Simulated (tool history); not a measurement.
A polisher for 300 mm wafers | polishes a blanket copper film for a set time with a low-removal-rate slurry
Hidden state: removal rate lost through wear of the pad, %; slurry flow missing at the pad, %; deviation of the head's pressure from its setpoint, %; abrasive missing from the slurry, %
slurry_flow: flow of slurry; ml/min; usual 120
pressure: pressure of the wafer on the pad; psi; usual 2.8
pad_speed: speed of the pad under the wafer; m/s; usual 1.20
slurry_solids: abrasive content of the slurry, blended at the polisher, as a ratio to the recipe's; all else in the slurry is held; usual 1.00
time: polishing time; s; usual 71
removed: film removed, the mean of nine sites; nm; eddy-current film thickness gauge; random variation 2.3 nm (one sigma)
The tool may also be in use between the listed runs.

| run | hour | slurry_flow | pressure | pad_speed | slurry_solids | time | wafers since the last listed run | wafers polished on this pad | hours since the slurry nozzle was cleaned | hours since the head pressure was calibrated | hours since the slurry blender was calibrated | incoming thickness of the incoming film, nm | removed |
|---|---|---|---|---|---|---|---|---|---|---|---|---|---|
| 1 | 0.0 | 120 | 2.8 | 1.20 | 1.00 | 71 | 0 | 774 | 497.7 | 578.7 | 89.3 | 1214.5 | 301.2 |
|  | 14.2 | worn pad replaced by a new one |
| 2 | 28.5 | 120 | 2.8 | 1.20 | 1.00 | 71 | 191 | 111 | 526.2 | 607.2 | 117.8 | 1220.0 | 291.8 |
|  | 44.0 | slurry blender recalibrated |
| 3 | 56.6 | 120 | 2.8 | 1.20 | 1.00 | 71 | 203 | 315 | 554.3 | 635.3 | 12.6 | 1206.6 | 305.0 |
| 4 | 82.5 | 120 | 2.8 | 1.20 | 1.00 | 71 | 202 | 517 | 580.2 | 661.2 | 38.5 | 1228.0 | 308.2 |
|  | 141.5 | worn pad replaced by a new one |
| 5 | 175.0 | 120 | 2.8 | 1.20 | 1.00 | 71 | 691 | 261 | 672.7 | 753.7 | 131.0 | 1227.9 | 294.0 |
|  | 191.8 | slurry blender recalibrated |
| 6 | 192.3 | 120 | 2.8 | 1.20 | 1.00 | 71 | 119 | 381 | 690.0 | 771.0 | 0.5 | 1219.3 | 307.3 |
|  | 193.5 | slurry nozzle cleaned |
|  | 217.2 | head pressure recalibrated |
| 7 | 217.6 | 95 | 2.8 | 1.20 | 1.00 | 71 | 174 | 555 | 24.1 | 0.4 | 25.8 | 1215.3 | 272.7 |
| 8 | 246.5 | 95 | 2.8 | 1.20 | 1.00 | 71 | 225 | 781 | 53.0 | 29.3 | 54.7 | 1238.3 | 273.1 |
|  | 263.2 | worn pad replaced by a new one |
| 9 | 268.7 | 120 | 2.8 | 1.20 | 1.00 | 71 | 142 | 43 | 75.2 | 51.5 | 76.9 | 1243.3 | 280.2 |
| 10 | 298.2 | 120 | 2.8 | 1.20 | 1.00 | 71 | 230 | 273 | 104.7 | 81.0 | 106.4 | 1235.6 | 279.9 |
| 11 | 312.1 | 120 | 2.8 | 1.20 | 1.00 | 71 | 108 | 382 | 118.6 | 94.9 | 120.3 | 1210.0 | 277.4 |
|  | 325.7 | slurry blender recalibrated |
| 12 | 330.4 | 135 | 2.0 | 1.20 | 1.00 | 71 | 127 | 509 | 136.9 | 113.2 | 4.7 | 1221.6 | 208.6 |
|  | 367.2 | worn pad replaced by a new one |
| 13 | 367.7 | 120 | 2.8 | 1.20 | 0.90 | 71 | 260 | 4 | 174.2 | 150.5 | 42.0 | 1221.7 | 281.7 |
| 14 | 388.1 | 120 | 2.8 | 0.86 | 1.00 | 71 | 159 | 163 | 194.6 | 170.9 | 62.4 | 1223.6 | 236.7 |
| 15 | 419.1 | 120 | 2.8 | 1.20 | 1.00 | 71 | 242 | 405 | 225.6 | 201.9 | 93.4 | 1224.2 | 287.0 |
| 16 | 438.2 | 120 | 2.8 | 1.52 | 1.10 | 71 | 149 | 554 | 244.7 | 221.0 | 112.5 | 1223.7 | 346.4 |
| 17 | 452.9 | 120 | 2.8 | 1.20 | 1.00 | 71 | 114 | 669 | 259.4 | 235.7 | 127.2 | 1210.9 | 282.6 |
|  | 480.2 | worn pad replaced by a new one |
| 18 | 482.8 | 120 | 2.8 | 1.20 | 1.00 | 60 | 202 | 20 | 289.3 | 265.6 | 157.1 | 1212.4 | 237.6 |
|  | 496.8 | slurry blender recalibrated |
| 19 | 507.3 | 85 | 2.8 | 1.20 | 1.00 | 71 | 175 | 196 | 313.8 | 290.1 | 10.5 | 1223.7 | 289.5 |
| 20 | 531.6 | 140 | 2.8 | 1.20 | 1.15 | 71 | 189 | 385 | 338.1 | 314.4 | 34.8 | 1229.6 | 312.3 |
| 21 | 552.7 | 120 | 2.8 | 1.20 | 1.00 | 71 | 164 | 550 | 359.2 | 335.5 | 55.9 | 1206.5 | 298.7 |
| 22 | 573.3 | 155 | 3.1 | 1.20 | 1.00 | 60 | 160 | 711 | 379.8 | 356.1 | 76.5 | 1232.4 | 284.9 |

What the log doesn't show, run by run:
removal rate lost through wear of the pad, %: 0 in every run
slurry flow missing at the pad, %: 0 in every run
H1: deviation of the head's pressure from its setpoint, %
H2: abrasive missing from the slurry, %
| run | H1 | H2 |
|---|---|---|
| 1 | 10.9 | 8.02 |
| 2 | 11 | 14 |
| 3 | 11.1 | 0.872 |
| 4 | 11.2 | 2.2 |
| 5 | 11.5 | 17.9 |
| 6 | 11.5 | 0.0436 |
| 7 | 1.35 | 0.711 |
| 8 | 2.45 | 3.05 |
| 9 | 3.22 | 5.98 |
| 10 | 4.16 | 11.4 |
| 11 | 4.56 | 14.6 |
| 12 | 5.07 | 0.61 |
| 13 | 5.99 | 2.36 |
| 14 | 6.45 | 4.49 |
| 15 | 7.08 | 9.34 |
| 16 | 7.43 | 13.3 |
| 17 | 7.69 | 16.8 |
| 18 | 8.17 | 25.4 |
| 19 | 8.52 | 1.53 |
| 20 | 8.85 | 2.63 |
| 21 | 9.1 | 4.55 |
| 22 | 9.34 | 7.29 |
